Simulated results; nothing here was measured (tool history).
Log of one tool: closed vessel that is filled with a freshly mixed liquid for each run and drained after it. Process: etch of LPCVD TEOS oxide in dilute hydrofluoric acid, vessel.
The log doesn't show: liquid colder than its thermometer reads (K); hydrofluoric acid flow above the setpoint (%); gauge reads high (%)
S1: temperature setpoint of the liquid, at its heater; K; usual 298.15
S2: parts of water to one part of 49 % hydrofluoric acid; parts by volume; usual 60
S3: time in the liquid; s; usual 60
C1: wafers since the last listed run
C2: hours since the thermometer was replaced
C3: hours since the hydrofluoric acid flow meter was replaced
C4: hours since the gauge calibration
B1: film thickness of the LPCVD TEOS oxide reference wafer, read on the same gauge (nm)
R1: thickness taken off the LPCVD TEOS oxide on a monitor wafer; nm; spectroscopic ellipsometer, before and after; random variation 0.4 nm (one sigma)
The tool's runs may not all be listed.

{"run": 1, "hour": 0.0, "S1": 298.15, "S2": 60, "S3": 60, "C1": 0, "C2": 1271.4, "C3": 410.9, "C4": 213.9, "B1": 49.97, "R1": 41.11}
{"run": 2, "hour": 35.7, "S1": 298.15, "S2": 60, "S3": 60, "C1": 3114, "C2": 1307.1, "C3": 446.6, "C4": 249.6, "B1": 50.0, "R1": 40.73}
{"run": 3, "hour": 69.2, "S1": 298.15, "S2": 60, "S3": 60, "C1": 2922, "C2": 1340.6, "C3": 480.1, "C4": 283.1, "B1": 50.01, "R1": 41.28}
{"run": 4, "hour": 81.5, "S1": 298.15, "S2": 60, "S3": 60, "C1": 1072, "C2": 1352.9, "C3": 492.4, "C4": 295.4, "B1": 49.96, "R1": 41.35}
{"run": 5, "hour": 111.5, "S1": 298.15, "S2": 60, "S3": 60, "C1": 2616, "C2": 1382.9, "C3": 522.4, "C4": 325.4, "B1": 49.96, "R1": 40.89}
{"run": 6, "hour": 139.4, "S1": 298.15, "S2": 60, "S3": 60, "C1": 2433, "C2": 1410.8, "C3": 550.3, "C4": 353.3, "B1": 49.94, "R1": 41.98}
{"run": 7, "hour": 161.1, "S1": 298.15, "S2": 60, "S3": 60, "C1": 1892, "C2": 1432.5, "C3": 572.0, "C4": 375.0, "B1": 49.97, "R1": 41.4}
{"run": 8, "hour": 180.9, "S1": 298.15, "S2": 60, "S3": 60, "C1": 1727, "C2": 1452.3, "C3": 591.8, "C4": 394.8, "B1": 49.99, "R1": 40.97}
{"run": 9, "hour": 207.0, "S1": 298.15, "S2": 60, "S3": 40, "C1": 2276, "C2": 1478.4, "C3": 617.9, "C4": 420.9, "B1": 49.98, "R1": 28.18}
{"run": 10, "hour": 279.1, "S1": 298.15, "S2": 30, "S3": 85, "C1": 6289, "C2": 1550.5, "C3": 690.0, "C4": 493.0, "B1": 50.0, "R1": 121.98}
{"hour": 289.8, "done": "thermometer replaced"}
{"run": 11, "hour": 300.6, "S1": 298.15, "S2": 45, "S3": 35, "C1": 1788, "C2": 10.8, "C3": 711.5, "C4": 514.5, "B1": 50.03, "R1": 32.83}
{"run": 12, "hour": 321.6, "S1": 300.15, "S2": 70, "S3": 75, "C1": 1831, "C2": 31.8, "C3": 732.5, "C4": 535.5, "B1": 49.97, "R1": 47.54}
{"hour": 348.3, "done": "gauge calibrated"}
{"hour": 398.7, "done": "hydrofluoric acid flow meter replaced"}
{"run": 13, "hour": 405.7, "S1": 298.15, "S2": 60, "S3": 45, "C1": 7248, "C2": 115.9, "C3": 7.0, "C4": 57.4, "B1": 50.02, "R1": 30.58}
{"run": 14, "hour": 459.2, "S1": 294.65, "S2": 60, "S3": 60, "C1": 4666, "C2": 169.4, "C3": 60.5, "C4": 110.9, "B1": 50.01, "R1": 35.89}
{"run": 15, "hour": 523.3, "S1": 298.15, "S2": 80, "S3": 45, "C1": 5591, "C2": 233.5, "C3": 124.6, "C4": 175.0, "B1": 50.05, "R1": 22.39}
{"run": 16, "hour": 555.2, "S1": 298.15, "S2": 60, "S3": 60, "C1": 2782, "C2": 265.4, "C3": 156.5, "C4": 206.9, "B1": 50.0, "R1": 41.0}
{"run": 17, "hour": 587.9, "S1": 298.15, "S2": 50, "S3": 60, "C1": 2852, "C2": 298.1, "C3": 189.2, "C4": 239.6, "B1": 49.99, "R1": 50.09}
{"run": 18, "hour": 602.2, "S1": 298.15, "S2": 60, "S3": 60, "C1": 1247, "C2": 312.4, "C3": 203.5, "C4": 253.9, "B1": 49.99, "R1": 41.26}

4 ways to go on from here, each from the tool as it stands after run 18. What would each give?
{"run": "A", "hour": 602.9, "S1": 298.15, "S2": 85, "S3": 60, "C1": 61, "C2": 313.1, "C3": 204.2, "C4": 254.6, "B1": "?", "R1": "?"}
{"run": "B", "hour": 602.9, "S1": 298.15, "S2": 60, "S3": 50, "C1": 61, "C2": 313.1, "C3": 204.2, "C4": 254.6, "B1": "?", "R1": "?"}
{"run": "C", "hour": 602.9, "S1": 293.15, "S2": 45, "S3": 90, "C1": 61, "C2": 313.1, "C3": 204.2, "C4": 254.6, "B1": "?", "R1": "?"}
{"run": "D", "hour": 602.9, "S1": 293.65, "S2": 80, "S3": 40, "C1": 61, "C2": 313.1, "C3": 204.2, "C4": 254.6, "B1": "?", "R1": "?"}

run=A B1=50.00 R1=27.76
run=B B1=50.00 R1=33.86
run=C B1=50.00 R1=67.29
run=D B1=50.00 R1=16.48
Without the tool's hidden state the same runs would have given:
run=A R1=27.76
run=B R1=33.86
run=C R1=67.29
run=D R1=16.48

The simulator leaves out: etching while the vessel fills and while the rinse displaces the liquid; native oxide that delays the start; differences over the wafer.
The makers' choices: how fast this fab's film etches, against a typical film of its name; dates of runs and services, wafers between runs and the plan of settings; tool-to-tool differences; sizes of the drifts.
